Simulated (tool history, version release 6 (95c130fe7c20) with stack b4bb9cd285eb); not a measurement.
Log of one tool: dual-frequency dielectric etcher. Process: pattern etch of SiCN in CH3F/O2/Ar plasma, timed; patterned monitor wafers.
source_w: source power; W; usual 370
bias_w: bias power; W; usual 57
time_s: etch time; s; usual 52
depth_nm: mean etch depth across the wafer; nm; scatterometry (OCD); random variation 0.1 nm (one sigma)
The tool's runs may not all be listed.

run	hour	source_w	bias_w	time_s	read-back reference wafer on the same gauge, depth_nm	depth_nm
1	0	370	57	52	20.07	17.53
2	25	370	57	52	20.14	17.52
# hour 84.2: wet clean of the chamber
3	84.7	370	57	52	20.13	17.48
4	95.2	370	57	52	20.11	17.54
5	135.5	370	57	52	20.14	17.51
# hour 186.3: gauge calibrated
6	204.9	370	57	52	20.05	17.76
# hour 218.4: source power generator calibrated
7	267	370	57	52	20.06	17.51
# hour 292.3: upper electrode replaced
8	322.5	370	57	52	20.08	17.75
9	373.4	420	57	63.5	20.15	22.23
10	398.1	370	53	58	20.09	19.21
11	429	370	57	52	20.13	17.63
12	480.6	400	65	52	20.15	18.57
# hour 535.1: wet clean of the chamber
13	535.6	320	45	52	20.1	16.31
14	555.6	370	57	52	20.11	17.57
15	599.1	370	63	52	20.07	17.88
16	659.6	280	49	52	20.14	16.04
17	706.1	370	57	37.5	20.07	12.63
18	745.7	370	51	40	20.04	13.33
19	799	370	66	63	20.1	21.91
20	856.2	460	57	61	20.07	21.63
# hour 869: bias power generator calibrated
21	919.3	430	43	40	20.15	13.32
# hour 945.1: wet clean of the chamber
22	954.8	370	57	52	20.08	17.6
23	994.7	370	62	66	20.1	22.58
24	1066.4	440	47	59	20.11	20.03
25	1118.1	330	50	56	20.1	17.89
26	1178.8	460	65	65.5	20.08	24.15
27	1245.5	370	57	52	20.09	17.7
# hour 1307: wet clean of the chamber
28	1310.7	340	51	56.5	20.13	18.59
29	1362.3	370	57	52	20.1	17.73
30	1408.2	370	57	37	20.08	12.52

Forecast each of these 4 alternatives for the next run:
A	1408.6	370	57	52	?	?
B	1408.6	430	67	47.5	?	?
C	1408.6	450	65	63.5	?	?
D	1408.6	370	53	52	?	?

run	read-back reference wafer on the same gauge, depth_nm	depth_nm
A	20.09	17.61
B	20.09	17.19
C	20.09	23.09
D	20.09	17.37
Without the tool's hidden state the same runs would have given:
run	depth_nm
A	17.61
B	17.19
C	23.09
D	17.37
